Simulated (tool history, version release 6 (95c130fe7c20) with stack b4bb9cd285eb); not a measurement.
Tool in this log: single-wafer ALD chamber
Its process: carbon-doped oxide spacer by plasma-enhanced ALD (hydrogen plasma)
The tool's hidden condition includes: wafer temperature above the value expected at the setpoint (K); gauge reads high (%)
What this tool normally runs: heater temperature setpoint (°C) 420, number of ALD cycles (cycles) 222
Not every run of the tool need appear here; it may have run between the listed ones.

run	hour	heater temperature setpoint (°C)	number of ALD cycles (cycles)	wafers since the last listed run	hours since the last thermocouple change	hours since the gauge calibration	read-back reference wafer on the same gauge, thickness_nm	mean film thickness on the monitor wafer (nm)
1	0.0	420	222	0	943.7	182.9	10.201	10.787
2	12.9	420	222	15	956.6	195.8	10.197	10.740
# hour 23.3: gauge calibrated
3	25.1	420	222	14	968.8	1.8	10.202	10.759
4	39.2	420	243	16	982.9	15.9	10.201	11.820
5	46.0	420	243	7	989.7	22.7	10.201	11.788
6	87.6	420	222	48	1031.3	64.3	10.198	10.739
7	128.3	420	222	47	1072.0	105.0	10.195	10.779
# hour 140.6: thermocouple changed; heater temperature recalibrated
8	141.1	420	222	5	0.5	117.8	10.200	10.797
9	143.7	428	222	3	3.1	120.4	10.206	10.512
10	153.3	428	222	11	12.7	130.0	10.202	10.554
11	161.2	428	222	9	20.6	137.9	10.197	10.544
12	172.7	420	222	13	32.1	149.4	10.198	10.774
13	178.9	420	222	7	38.3	155.6	10.204	10.780
14	189.3	420	222	12	48.7	166.0	10.199	10.799
15	206.2	406	191	19	65.6	182.9	10.201	9.621
16	219.8	420	264	15	79.2	196.5	10.198	12.808
17	226.1	406	258	7	85.5	202.8	10.202	12.972
18	235.1	420	222	10	94.5	211.8	10.203	10.790
# hour 237.4: gauge calibrated
19	243.5	431	236	9	102.9	6.1	10.203	11.080
20	252.2	430	264	10	111.6	14.8	10.204	12.455
21	267.8	420	222	18	127.2	30.4	10.196	10.800
22	278.0	420	222	11	137.4	40.6	10.204	10.731
23	286.5	420	178	9	145.9	49.1	10.197	8.618
24	297.9	420	222	13	157.3	60.5	10.199	10.738
25	312.2	414	192	16	171.6	74.8	10.200	9.441
26	326.6	431	241	16	186.0	89.2	10.199	11.326
27	339.4	420	185	14	198.8	102.0	10.200	8.977
28	348.6	420	222	10	208.0	111.2	10.196	10.794

Exercise: give the hidden state of the tool at every run:
wafer temperature above the value expected at the setpoint (K): 0 in every run
gauge reads high (%): 0 in every run
